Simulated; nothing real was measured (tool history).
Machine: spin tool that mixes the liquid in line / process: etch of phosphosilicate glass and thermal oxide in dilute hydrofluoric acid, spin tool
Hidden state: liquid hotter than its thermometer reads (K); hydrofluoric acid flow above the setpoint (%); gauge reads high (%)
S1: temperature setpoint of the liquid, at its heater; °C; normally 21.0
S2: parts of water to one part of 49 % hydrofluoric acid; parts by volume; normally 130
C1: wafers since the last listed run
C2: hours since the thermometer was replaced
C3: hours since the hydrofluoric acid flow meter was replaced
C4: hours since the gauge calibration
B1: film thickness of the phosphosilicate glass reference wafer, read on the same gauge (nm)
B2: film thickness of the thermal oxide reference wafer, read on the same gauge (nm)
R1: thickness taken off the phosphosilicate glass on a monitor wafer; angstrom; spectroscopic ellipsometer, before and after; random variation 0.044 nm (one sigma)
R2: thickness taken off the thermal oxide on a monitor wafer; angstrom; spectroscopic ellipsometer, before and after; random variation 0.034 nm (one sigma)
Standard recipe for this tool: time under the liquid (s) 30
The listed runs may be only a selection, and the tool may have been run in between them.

{"run": 1, "hour": 0.0, "S1": 21.0, "S2": 130, "time under the liquid (s)": 30, "C1": 0, "C2": 943.3, "C3": 6.8, "C4": 1783.2, "B1": 70.01, "B2": 59.995, "R1": 135.7, "R2": 9.32}
{"run": 2, "hour": 32.8, "S1": 21.0, "S2": 130, "time under the liquid (s)": 40, "C1": 633, "C2": 976.1, "C3": 39.6, "C4": 1816.0, "B1": 70.01, "B2": 60.013, "R1": 181.1, "R2": 13.06}
{"run": 3, "hour": 60.3, "S1": 21.0, "S2": 100, "time under the liquid (s)": 15, "C1": 531, "C2": 1003.6, "C3": 67.1, "C4": 1843.5, "B1": 70.0, "B2": 60.002, "R1": 91.6, "R2": 5.78}
{"run": 4, "hour": 87.8, "S1": 21.0, "S2": 100, "time under the liquid (s)": 15, "C1": 531, "C2": 1031.1, "C3": 94.6, "C4": 1871.0, "B1": 70.0, "B2": 59.996, "R1": 91.2, "R2": 6.46}
{"run": 5, "hour": 130.6, "S1": 21.0, "S2": 100, "time under the liquid (s)": 15, "C1": 826, "C2": 1073.9, "C3": 137.4, "C4": 1913.8, "B1": 69.99, "B2": 59.988, "R1": 91.0, "R2": 6.23}
{"run": 6, "hour": 163.3, "S1": 23.5, "S2": 130, "time under the liquid (s)": 30, "C1": 631, "C2": 1106.6, "C3": 170.1, "C4": 1946.5, "B1": 70.0, "B2": 60.03, "R1": 149.8, "R2": 10.83}
{"run": 7, "hour": 223.3, "S1": 18.0, "S2": 105, "time under the liquid (s)": 30, "C1": 1159, "C2": 1166.6, "C3": 230.1, "C4": 2006.5, "B1": 70.0, "B2": 59.976, "R1": 151.7, "R2": 10.22}
{"run": 8, "hour": 276.4, "S1": 26.0, "S2": 130, "time under the liquid (s)": 30, "C1": 1025, "C2": 1219.7, "C3": 283.2, "C4": 2059.6, "B1": 70.01, "B2": 60.004, "R1": 164.3, "R2": 11.57}
{"run": 9, "hour": 330.5, "S1": 21.0, "S2": 180, "time under the liquid (s)": 15, "C1": 1045, "C2": 1273.8, "C3": 337.3, "C4": 2113.7, "B1": 70.0, "B2": 60.011, "R1": 46.6, "R2": 3.12}
{"hour": 372.1, "done": "gauge calibrated"}
{"hour": 373.8, "done": "thermometer replaced"}
{"run": 10, "hour": 387.2, "S1": 25.5, "S2": 100, "time under the liquid (s)": 30, "C1": 1076, "C2": 13.4, "C3": 394.0, "C4": 15.1, "B1": 70.02, "B2": 60.022, "R1": 217.7, "R2": 15.26}
{"run": 11, "hour": 413.6, "S1": 17.5, "S2": 155, "time under the liquid (s)": 30, "C1": 510, "C2": 39.8, "C3": 420.4, "C4": 41.5, "B1": 70.01, "B2": 59.976, "R1": 95.9, "R2": 6.56}
{"run": 12, "hour": 462.9, "S1": 18.5, "S2": 180, "time under the liquid (s)": 15, "C1": 952, "C2": 89.1, "C3": 469.7, "C4": 90.8, "B1": 69.99, "B2": 59.974, "R1": 42.1, "R2": 2.84}
{"run": 13, "hour": 519.6, "S1": 24.5, "S2": 130, "time under the liquid (s)": 30, "C1": 1095, "C2": 145.8, "C3": 526.4, "C4": 147.5, "B1": 70.0, "B2": 59.989, "R1": 155.3, "R2": 10.69}
{"run": 14, "hour": 572.3, "S1": 19.5, "S2": 130, "time under the liquid (s)": 30, "C1": 1018, "C2": 198.5, "C3": 579.1, "C4": 200.2, "B1": 69.98, "B2": 60.017, "R1": 127.6, "R2": 9.41}
{"hour": 589.7, "done": "hydrofluoric acid flow meter replaced"}
{"run": 15, "hour": 608.0, "S1": 25.5, "S2": 195, "time under the liquid (s)": 40, "C1": 670, "C2": 234.2, "C3": 18.3, "C4": 235.9, "B1": 70.02, "B2": 60.003, "R1": 133.5, "R2": 9.32}

Run 16 is up next; what results do you expect?
{"run": 16, "hour": 647.8, "S1": 21.0, "S2": 75, "time under the liquid (s)": 15, "C1": 769, "C2": 274.0, "C3": 58.1, "C4": 275.7, "B1": "?", "B2": "?", "R1": "?", "R2": "?"}

B1: 70.00
B2: 60.019
R1: 125.5 angstrom
R2: 8.77 angstrom
With the hidden condition absent and the run-to-run variation left alone, this run would have shown R1 125.5 angstrom, R2 8.77 angstrom.

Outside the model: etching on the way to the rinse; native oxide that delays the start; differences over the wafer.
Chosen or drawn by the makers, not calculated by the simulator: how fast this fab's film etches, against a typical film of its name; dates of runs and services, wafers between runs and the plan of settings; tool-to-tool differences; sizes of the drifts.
